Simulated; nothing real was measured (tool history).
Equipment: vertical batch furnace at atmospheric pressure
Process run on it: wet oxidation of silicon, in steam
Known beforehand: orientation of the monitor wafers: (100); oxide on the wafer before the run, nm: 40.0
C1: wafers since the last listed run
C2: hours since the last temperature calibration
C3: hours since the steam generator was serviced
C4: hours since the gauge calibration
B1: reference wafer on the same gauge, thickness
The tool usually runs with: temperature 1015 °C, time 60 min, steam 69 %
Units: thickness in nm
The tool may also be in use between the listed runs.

{"run": 1, "hour": 0.0, "temperature": 1015, "time": 60, "steam": 69, "C1": 0, "C2": 1715.3, "C3": 1896.3, "C4": 666, "B1": 430.11, "thickness": 378.39}
{"run": 2, "hour": 12.1, "temperature": 1015, "time": 60, "steam": 69, "C1": 148, "C2": 1727.4, "C3": 1908.4, "C4": 678.1, "B1": 429.51, "thickness": 379.79}
{"run": 3, "hour": 34.5, "temperature": 1015, "time": 43.5, "steam": 79, "C1": 275, "C2": 1749.8, "C3": 1930.8, "C4": 700.5, "B1": 429.98, "thickness": 338.35}
{"run": 4, "hour": 57.8, "temperature": 1015, "time": 60, "steam": 69, "C1": 286, "C2": 1773.1, "C3": 1954.1, "C4": 723.8, "B1": 430.02, "thickness": 380.96}
{"run": 5, "hour": 70.0, "temperature": 1015, "time": 60, "steam": 69, "C1": 149, "C2": 1785.3, "C3": 1966.3, "C4": 736, "B1": 430.68, "thickness": 383.72}
{"run": 6, "hour": 93.6, "temperature": 1015, "time": 60, "steam": 69, "C1": 289, "C2": 1808.9, "C3": 1989.9, "C4": 759.6, "B1": 429.16, "thickness": 383.65}
{"run": 7, "hour": 108.2, "temperature": 1015, "time": 60, "steam": 69, "C1": 179, "C2": 1823.5, "C3": 2004.5, "C4": 774.2, "B1": 428.98, "thickness": 378.97}
{"run": 8, "hour": 141.7, "temperature": 1015, "time": 60, "steam": 69, "C1": 411, "C2": 1857, "C3": 2038, "C4": 807.7, "B1": 429.89, "thickness": 377.38}
{"run": 9, "hour": 156.7, "temperature": 1015, "time": 60, "steam": 69, "C1": 184, "C2": 1872, "C3": 2053, "C4": 822.7, "B1": 430.47, "thickness": 381.12}
{"run": 10, "hour": 191.9, "temperature": 1015, "time": 60, "steam": 69, "C1": 432, "C2": 1907.2, "C3": 2088.2, "C4": 857.9, "B1": 430.14, "thickness": 383.42}
{"run": 11, "hour": 227.2, "temperature": 1015, "time": 60, "steam": 69, "C1": 433, "C2": 1942.5, "C3": 2123.5, "C4": 893.2, "B1": 430.74, "thickness": 382.12}
{"run": 12, "hour": 260.6, "temperature": 1029, "time": 60, "steam": 64, "C1": 410, "C2": 1975.9, "C3": 2156.9, "C4": 926.6, "B1": 430.27, "thickness": 398.21}
{"run": 13, "hour": 272.8, "temperature": 1015, "time": 60, "steam": 69, "C1": 149, "C2": 1988.1, "C3": 2169.1, "C4": 938.8, "B1": 430.19, "thickness": 379.8}
{"run": 14, "hour": 306.6, "temperature": 1015, "time": 60, "steam": 69, "C1": 415, "C2": 2021.9, "C3": 2202.9, "C4": 972.6, "B1": 431.29, "thickness": 382.69}
{"run": 15, "hour": 331.7, "temperature": 1015, "time": 52.5, "steam": 64, "C1": 308, "C2": 2047, "C3": 2228, "C4": 997.7, "B1": 429.71, "thickness": 335.36}
{"hour": 341.7, "done": "gauge calibrated"}
{"run": 16, "hour": 367.4, "temperature": 1036, "time": 48.5, "steam": 59, "C1": 438, "C2": 2082.7, "C3": 2263.7, "C4": 25.7, "B1": 430.87, "thickness": 345.66}
{"run": 17, "hour": 398.4, "temperature": 994, "time": 60, "steam": 69, "C1": 380, "C2": 2113.7, "C3": 2294.7, "C4": 56.7, "B1": 429.11, "thickness": 329.89}
{"run": 18, "hour": 425.1, "temperature": 1015, "time": 83.5, "steam": 73, "C1": 328, "C2": 2140.4, "C3": 2321.4, "C4": 83.4, "B1": 430.35, "thickness": 488.49}
{"hour": 460.1, "done": "thermocouples replaced and temperature profile calibrated"}
{"hour": 518.6, "done": "steam generator serviced"}
{"run": 19, "hour": 524.7, "temperature": 1030, "time": 37.5, "steam": 60, "C1": 633, "C2": 64.6, "C3": 6.1, "C4": 183, "B1": 429.64, "thickness": 286.57}
{"run": 20, "hour": 545.0, "temperature": 1004, "time": 36.5, "steam": 62, "C1": 249, "C2": 84.9, "C3": 26.4, "C4": 203.3, "B1": 430.27, "thickness": 241.11}
{"run": 21, "hour": 576.6, "temperature": 1015, "time": 60, "steam": 69, "C1": 388, "C2": 116.5, "C3": 58, "C4": 234.9, "B1": 429.38, "thickness": 377.57}
{"run": 22, "hour": 599.9, "temperature": 1015, "time": 60, "steam": 69, "C1": 286, "C2": 139.8, "C3": 81.3, "C4": 258.2, "B1": 430.71, "thickness": 383.29}
{"run": 23, "hour": 628.6, "temperature": 1040, "time": 74.5, "steam": 77, "C1": 352, "C2": 168.5, "C3": 110, "C4": 286.9, "B1": 429.41, "thickness": 535.54}
{"run": 24, "hour": 648.2, "temperature": 1035, "time": 60, "steam": 69, "C1": 240, "C2": 188.1, "C3": 129.6, "C4": 306.5, "B1": 430.26, "thickness": 431.13}
{"run": 25, "hour": 665.8, "temperature": 1033, "time": 60, "steam": 69, "C1": 216, "C2": 205.7, "C3": 147.2, "C4": 324.1, "B1": 429.89, "thickness": 429.46}
{"run": 26, "hour": 678.1, "temperature": 1015, "time": 69, "steam": 69, "C1": 151, "C2": 218, "C3": 159.5, "C4": 336.4, "B1": 428.71, "thickness": 411.44}
{"run": 27, "hour": 699.0, "temperature": 1003, "time": 39, "steam": 78, "C1": 256, "C2": 238.9, "C3": 180.4, "C4": 357.3, "B1": 429.17, "thickness": 286.89}
{"run": 28, "hour": 727.1, "temperature": 995, "time": 34.5, "steam": 69, "C1": 345, "C2": 267, "C3": 208.5, "C4": 385.4, "B1": 429.99, "thickness": 229.96}
{"run": 29, "hour": 746.8, "temperature": 1038, "time": 60, "steam": 62, "C1": 242, "C2": 286.7, "C3": 228.2, "C4": 405.1, "B1": 430.23, "thickness": 408.06}
{"run": 30, "hour": 762.8, "temperature": 1015, "time": 84, "steam": 77, "C1": 196, "C2": 302.7, "C3": 244.2, "C4": 421.1, "B1": 429.92, "thickness": 502.02}
{"run": 31, "hour": 795.6, "temperature": 1015, "time": 60, "steam": 69, "C1": 402, "C2": 335.5, "C3": 277, "C4": 453.9, "B1": 429.85, "thickness": 381.25}
{"run": 32, "hour": 809.0, "temperature": 1003, "time": 41.5, "steam": 74, "C1": 164, "C2": 348.9, "C3": 290.4, "C4": 467.3, "B1": 429.64, "thickness": 290.21}
{"run": 33, "hour": 844.7, "temperature": 1015, "time": 60, "steam": 69, "C1": 438, "C2": 384.6, "C3": 326.1, "C4": 503, "B1": 430.76, "thickness": 379.97}
{"run": 34, "hour": 865.0, "temperature": 1015, "time": 67.5, "steam": 69, "C1": 249, "C2": 404.9, "C3": 346.4, "C4": 523.3, "B1": 430.57, "thickness": 410.09}
{"run": 35, "hour": 895.1, "temperature": 1015, "time": 60, "steam": 74, "C1": 369, "C2": 435, "C3": 376.5, "C4": 553.4, "B1": 430.5, "thickness": 394.28}
{"run": 36, "hour": 912.8, "temperature": 1015, "time": 69, "steam": 72, "C1": 217, "C2": 452.7, "C3": 394.2, "C4": 571.1, "B1": 430.09, "thickness": 430.94}
{"run": 37, "hour": 941.0, "temperature": 1015, "time": 51.5, "steam": 65, "C1": 346, "C2": 480.9, "C3": 422.4, "C4": 599.3, "B1": 429.99, "thickness": 333.18}
{"run": 38, "hour": 960.1, "temperature": 1005, "time": 72.5, "steam": 59, "C1": 234, "C2": 500, "C3": 441.5, "C4": 618.4, "B1": 429.85, "thickness": 365.56}

What the log doesn't show, run by run:
true tube temperature minus thermocouple reading, K: 0 in every run
steam share off its setpoint, % of the setpoint: 0 in every run
gauge reads high (%): 0 in every run
